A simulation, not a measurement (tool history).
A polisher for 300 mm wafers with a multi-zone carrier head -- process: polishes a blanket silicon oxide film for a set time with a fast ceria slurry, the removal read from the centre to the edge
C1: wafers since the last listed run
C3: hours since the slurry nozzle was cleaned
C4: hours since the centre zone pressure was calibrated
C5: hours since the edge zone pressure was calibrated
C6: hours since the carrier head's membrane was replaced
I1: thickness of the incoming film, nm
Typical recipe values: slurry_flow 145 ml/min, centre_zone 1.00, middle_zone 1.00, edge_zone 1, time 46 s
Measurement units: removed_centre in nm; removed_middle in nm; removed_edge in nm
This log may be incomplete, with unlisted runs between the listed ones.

{"run": 1, "day": 0.0, "slurry_flow": 145, "centre_zone": 1.0, "middle_zone": 1.0, "edge_zone": 1, "time": 46, "C1": 0, "wafers polished on this pad": 1328, "C3": 37.7, "C4": 617.4, "C5": 808.2, "C6": 1678.7, "I1": 1672.3, "removed_centre": 635.4, "removed_middle": 652.7, "removed_edge": 633.3}
{"run": 2, "day": 1.746, "slurry_flow": 145, "centre_zone": 1.0, "middle_zone": 1.0, "edge_zone": 1, "time": 46, "C1": 260, "wafers polished on this pad": 1588, "C3": 79.6, "C4": 659.3, "C5": 850.1, "C6": 1720.6, "I1": 1692.6, "removed_centre": 645.3, "removed_middle": 642.4, "removed_edge": 635.2}
{"run": 3, "day": 3.875, "slurry_flow": 145, "centre_zone": 1.0, "middle_zone": 1.0, "edge_zone": 1, "time": 46, "C1": 317, "wafers polished on this pad": 1906, "C3": 130.7, "C4": 710.4, "C5": 901.2, "C6": 1771.7, "I1": 1685.8, "removed_centre": 632.5, "removed_middle": 640.3, "removed_edge": 622.5}
{"day": 6.833, "done": "carrier head's membrane replaced by a new one"}
{"run": 4, "day": 7.196, "slurry_flow": 145, "centre_zone": 1.0, "middle_zone": 1.0, "edge_zone": 1, "time": 46, "C1": 464, "wafers polished on this pad": 2371, "C3": 210.4, "C4": 790.1, "C5": 980.9, "C6": 8.7, "I1": 1703.1, "removed_centre": 627.0, "removed_middle": 628.3, "removed_edge": 612.8}
{"day": 9.588, "done": "worn pad replaced by a new one"}
{"run": 5, "day": 10.325, "slurry_flow": 145, "centre_zone": 1.0, "middle_zone": 1.0, "edge_zone": 1, "time": 46, "C1": 442, "wafers polished on this pad": 109, "C3": 285.5, "C4": 865.2, "C5": 1056.0, "C6": 83.8, "I1": 1699.7, "removed_centre": 646.9, "removed_middle": 662.8, "removed_edge": 648.8}
{"run": 6, "day": 12.408, "slurry_flow": 145, "centre_zone": 1.0, "middle_zone": 1.0, "edge_zone": 1, "time": 46, "C1": 310, "wafers polished on this pad": 420, "C3": 335.5, "C4": 915.2, "C5": 1106.0, "C6": 133.8, "I1": 1726.9, "removed_centre": 650.9, "removed_middle": 654.6, "removed_edge": 642.0}
{"run": 7, "day": 14.242, "slurry_flow": 130, "centre_zone": 1.0, "middle_zone": 0.94, "edge_zone": 1, "time": 46, "C1": 273, "wafers polished on this pad": 694, "C3": 379.5, "C4": 959.2, "C5": 1150.0, "C6": 177.8, "I1": 1702.0, "removed_centre": 629.6, "removed_middle": 605.6, "removed_edge": 630.4}
{"day": 15.567, "done": "slurry nozzle cleaned"}
{"run": 8, "day": 17.662, "slurry_flow": 115, "centre_zone": 0.89, "middle_zone": 1.0, "edge_zone": 1, "time": 32, "C1": 504, "wafers polished on this pad": 1198, "C3": 50.3, "C4": 1041.3, "C5": 1232.1, "C6": 259.9, "I1": 1714.4, "removed_centre": 379.5, "removed_middle": 426.8, "removed_edge": 427.6}
{"day": 21.254, "done": "edge zone pressure recalibrated"}
{"run": 9, "day": 21.9, "slurry_flow": 145, "centre_zone": 1.0, "middle_zone": 1.0, "edge_zone": 1, "time": 46, "C1": 620, "wafers polished on this pad": 1818, "C3": 152.0, "C4": 1143.0, "C5": 15.5, "C6": 361.6, "I1": 1686.8, "removed_centre": 629.0, "removed_middle": 627.5, "removed_edge": 619.6}
{"run": 10, "day": 26.283, "slurry_flow": 170, "centre_zone": 1.06, "middle_zone": 1.04, "edge_zone": 1, "time": 39, "C1": 654, "wafers polished on this pad": 2473, "C3": 257.2, "C4": 1248.2, "C5": 120.7, "C6": 466.8, "I1": 1739.1, "removed_centre": 570.3, "removed_middle": 563.2, "removed_edge": 528.3}

Forecast run 11:
{"day": 26.596, "done": "centre zone pressure recalibrated"}
{"run": 11, "day": 29.833, "slurry_flow": 145, "centre_zone": 1.08, "middle_zone": 1.0, "edge_zone": 1, "time": 60, "C1": 517, "wafers polished on this pad": 2990, "C3": 342.4, "C4": 77.7, "C5": 205.9, "C6": 552.0, "I1": 1715.8, "removed_centre": "?", "removed_middle": "?", "removed_edge": "?"}

{"run 11": {"removed_centre": 866.6, "removed_middle": 815.4, "removed_edge": 776.9}}
Without the tool's hidden state the same run would have given removed_centre 940.1 nm, removed_middle 884.6 nm, removed_edge 842.8 nm.

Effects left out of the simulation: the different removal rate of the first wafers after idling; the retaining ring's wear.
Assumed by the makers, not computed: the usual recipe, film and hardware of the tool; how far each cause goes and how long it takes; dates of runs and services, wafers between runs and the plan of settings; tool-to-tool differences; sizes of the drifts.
